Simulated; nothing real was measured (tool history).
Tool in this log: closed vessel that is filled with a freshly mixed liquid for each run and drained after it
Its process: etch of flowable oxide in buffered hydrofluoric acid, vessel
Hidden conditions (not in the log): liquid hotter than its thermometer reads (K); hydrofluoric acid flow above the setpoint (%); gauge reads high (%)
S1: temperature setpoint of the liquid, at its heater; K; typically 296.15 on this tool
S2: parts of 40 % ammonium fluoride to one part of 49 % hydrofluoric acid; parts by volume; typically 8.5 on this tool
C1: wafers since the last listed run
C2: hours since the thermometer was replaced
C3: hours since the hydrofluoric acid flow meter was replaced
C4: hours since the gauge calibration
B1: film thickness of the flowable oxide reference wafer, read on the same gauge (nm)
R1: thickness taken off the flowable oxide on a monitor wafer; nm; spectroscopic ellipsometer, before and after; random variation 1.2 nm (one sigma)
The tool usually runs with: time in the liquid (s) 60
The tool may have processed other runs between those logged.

{"run": 1, "hour": 0.0, "S1": 296.15, "S2": 7.5, "time in the liquid (s)": 60, "C1": 0, "C2": 1259.5, "C3": 1130.5, "C4": 2050.2, "B1": 130.03, "R1": 218.67}
{"hour": 5.2, "done": "gauge calibrated"}
{"hour": 14.5, "done": "hydrofluoric acid flow meter replaced"}
{"run": 2, "hour": 57.4, "S1": 295.15, "S2": 8.5, "time in the liquid (s)": 60, "C1": 7986, "C2": 1316.9, "C3": 42.9, "C4": 52.2, "B1": 130.03, "R1": 179.66}
{"run": 3, "hour": 344.2, "S1": 296.15, "S2": 8.5, "time in the liquid (s)": 60, "C1": 40611, "C2": 1603.7, "C3": 329.7, "C4": 339, "B1": 130.02, "R1": 193.81}
{"run": 4, "hour": 420.8, "S1": 296.15, "S2": 8.5, "time in the liquid (s)": 60, "C1": 10846, "C2": 1680.3, "C3": 406.3, "C4": 415.6, "B1": 130.03, "R1": 191.6}
{"run": 5, "hour": 461.3, "S1": 296.15, "S2": 8.5, "time in the liquid (s)": 60, "C1": 5734, "C2": 1720.8, "C3": 446.8, "C4": 456.1, "B1": 130, "R1": 193.57}
{"run": 6, "hour": 733.2, "S1": 296.15, "S2": 8.5, "time in the liquid (s)": 85, "C1": 38501, "C2": 1992.7, "C3": 718.7, "C4": 728, "B1": 130, "R1": 276.64}
{"run": 7, "hour": 792.8, "S1": 296.15, "S2": 8.5, "time in the liquid (s)": 85, "C1": 8439, "C2": 2052.3, "C3": 778.3, "C4": 787.6, "B1": 130.01, "R1": 278.48}
{"run": 8, "hour": 880.5, "S1": 296.15, "S2": 8.5, "time in the liquid (s)": 50, "C1": 12418, "C2": 2140, "C3": 866, "C4": 875.3, "B1": 129.97, "R1": 162.75}
{"hour": 903.9, "done": "thermometer replaced"}
{"run": 9, "hour": 1125.9, "S1": 293.65, "S2": 8.5, "time in the liquid (s)": 60, "C1": 34607, "C2": 222, "C3": 1111.4, "C4": 1120.7, "B1": 130.02, "R1": 158.76}
{"hour": 1388.0, "done": "hydrofluoric acid flow meter replaced"}
{"run": 10, "hour": 1399.1, "S1": 293.65, "S2": 8.5, "time in the liquid (s)": 60, "C1": 38544, "C2": 495.2, "C3": 11.1, "C4": 1393.9, "B1": 130.01, "R1": 161.82}
{"run": 11, "hour": 1504.5, "S1": 296.15, "S2": 8.5, "time in the liquid (s)": 60, "C1": 14924, "C2": 600.6, "C3": 116.5, "C4": 1499.3, "B1": 130.04, "R1": 185.1}
{"run": 12, "hour": 1596.7, "S1": 296.15, "S2": 8.5, "time in the liquid (s)": 60, "C1": 13055, "C2": 692.8, "C3": 208.7, "C4": 1591.5, "B1": 130.05, "R1": 185.33}
{"hour": 1628.9, "done": "gauge calibrated"}
{"run": 13, "hour": 1701.3, "S1": 296.15, "S2": 8.5, "time in the liquid (s)": 40, "C1": 14811, "C2": 797.4, "C3": 313.3, "C4": 72.4, "B1": 130.04, "R1": 123.47}
{"run": 14, "hour": 1792.0, "S1": 296.15, "S2": 5, "time in the liquid (s)": 60, "C1": 12843, "C2": 888.1, "C3": 404, "C4": 163.1, "B1": 130.01, "R1": 308.65}
{"run": 15, "hour": 1844.7, "S1": 301.15, "S2": 7, "time in the liquid (s)": 60, "C1": 7462, "C2": 940.8, "C3": 456.7, "C4": 215.8, "B1": 129.99, "R1": 304.13}

Run 16, settings as shown, results not yet in. Your forecast:
{"run": 16, "hour": 1905.1, "S1": 296.15, "S2": 11, "time in the liquid (s)": 70, "C1": 8552, "C2": 1001.2, "C3": 517.1, "C4": 276.2, "B1": "?", "R1": "?"}

{"run 16": {"B1": 130, "R1": 178.1}}
With no hidden state in the tool, this same run would have given R1 170.09 nm.
